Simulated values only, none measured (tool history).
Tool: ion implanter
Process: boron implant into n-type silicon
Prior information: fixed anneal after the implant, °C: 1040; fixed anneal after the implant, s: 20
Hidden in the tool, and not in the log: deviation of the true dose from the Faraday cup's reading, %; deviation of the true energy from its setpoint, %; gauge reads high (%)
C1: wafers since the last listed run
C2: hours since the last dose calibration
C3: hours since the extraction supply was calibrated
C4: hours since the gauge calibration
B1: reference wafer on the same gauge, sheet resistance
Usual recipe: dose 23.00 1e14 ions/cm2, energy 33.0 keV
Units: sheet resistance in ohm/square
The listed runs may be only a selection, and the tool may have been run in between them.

run 1 hour=0.0 | dose=17.63 energy=33.0 | C1=0 C2=1084.2 C3=2249.6 C4=192.5 | B1=62.77 | sheet_resistance=69.08
run 2 hour=99.8 | dose=24.60 energy=33.0 | C1=1549 C2=1184.0 C3=2349.4 C4=292.3 | B1=62.58 | sheet_resistance=53.08
run 3 hour=115.5 | dose=23.00 energy=33.0 | C1=243 C2=1199.7 C3=2365.1 C4=308.0 | B1=62.57 | sheet_resistance=55.77
run 4 hour=138.3 | dose=21.41 energy=33.0 | C1=354 C2=1222.5 C3=2387.9 C4=330.8 | B1=62.45 | sheet_resistance=59.13
run 5 hour=165.2 | dose=21.41 energy=33.0 | C1=417 C2=1249.4 C3=2414.8 C4=357.7 | B1=62.40 | sheet_resistance=58.47
run 6 hour=196.2 | dose=21.41 energy=33.0 | C1=481 C2=1280.4 C3=2445.8 C4=388.7 | B1=62.34 | sheet_resistance=58.54
run 7 hour=216.1 | dose=23.00 energy=33.0 | C1=308 C2=1300.3 C3=2465.7 C4=408.6 | B1=62.28 | sheet_resistance=55.44
run 8 hour=233.5 | dose=23.00 energy=33.0 | C1=270 C2=1317.7 C3=2483.1 C4=426.0 | B1=62.22 | sheet_resistance=55.68
run 9 hour=252.0 | dose=23.00 energy=33.0 | C1=287 C2=1336.2 C3=2501.6 C4=444.5 | B1=62.19 | sheet_resistance=55.60
-- hour=267.7 gauge calibrated
-- hour=311.6 Faraday cup replaced and dose calibrated
run 10 hour=322.7 | dose=26.44 energy=38.0 | C1=973 C2=11.1 C3=2572.3 C4=55.0 | B1=63.14 | sheet_resistance=49.97
-- hour=344.6 extraction supply calibrated
run 11 hour=358.2 | dose=25.63 energy=30.0 | C1=427 C2=46.6 C3=13.6 C4=90.5 | B1=63.14 | sheet_resistance=52.92
run 12 hour=383.4 | dose=19.56 energy=37.5 | C1=391 C2=71.8 C3=38.8 C4=115.7 | B1=63.00 | sheet_resistance=62.80
run 13 hour=416.1 | dose=23.00 energy=33.0 | C1=507 C2=104.5 C3=71.5 C4=148.4 | B1=62.95 | sheet_resistance=55.91
run 14 hour=447.9 | dose=18.58 energy=33.0 | C1=493 C2=136.3 C3=103.3 C4=180.2 | B1=62.87 | sheet_resistance=66.27
run 15 hour=464.2 | dose=23.00 energy=33.0 | C1=253 C2=152.6 C3=119.6 C4=196.5 | B1=62.79 | sheet_resistance=55.87
run 16 hour=496.0 | dose=18.66 energy=37.5 | C1=493 C2=184.4 C3=151.4 C4=228.3 | B1=62.78 | sheet_resistance=65.18
run 17 hour=588.1 | dose=23.00 energy=33.0 | C1=1430 C2=276.5 C3=243.5 C4=320.4 | B1=62.54 | sheet_resistance=55.91
run 18 hour=606.4 | dose=23.00 energy=38.5 | C1=284 C2=294.8 C3=261.8 C4=338.7 | B1=62.46 | sheet_resistance=54.38
run 19 hour=618.6 | dose=23.00 energy=27.5 | C1=189 C2=307.0 C3=274.0 C4=350.9 | B1=62.47 | sheet_resistance=57.52
run 20 hour=645.9 | dose=25.07 energy=27.0 | C1=423 C2=334.3 C3=301.3 C4=378.2 | B1=62.37 | sheet_resistance=54.42

5 options for the next run, each taken on its own from the tool as it stands now. Forecast them:
run A hour=646.3 | dose=23.00 energy=33.0 | C1=6 C2=334.7 C3=301.7 C4=378.6 | B1=? | sheet_resistance=?
run B hour=646.3 | dose=26.89 energy=39.5 | C1=6 C2=334.7 C3=301.7 C4=378.6 | B1=? | sheet_resistance=?
run C hour=646.3 | dose=18.49 energy=27.5 | C1=6 C2=334.7 C3=301.7 C4=378.6 | B1=? | sheet_resistance=?
run D hour=646.3 | dose=18.95 energy=23.0 | C1=6 C2=334.7 C3=301.7 C4=378.6 | B1=? | sheet_resistance=?
run E hour=646.3 | dose=23.00 energy=22.0 | C1=6 C2=334.7 C3=301.7 C4=378.6 | B1=? | sheet_resistance=?

run=A B1=62.39 sheet_resistance=55.41
run=B B1=62.39 sheet_resistance=48.06
run=C B1=62.39 sheet_resistance=67.23
run=D B1=62.39 sheet_resistance=67.83
run=E B1=62.39 sheet_resistance=60.16
Stripped of hidden state, with their random variation kept, the same runs would have yielded:
run=A sheet_resistance=56.22
run=B sheet_resistance=48.77
run=C sheet_resistance=68.22
run=D sheet_resistance=68.83
run=E sheet_resistance=61.04
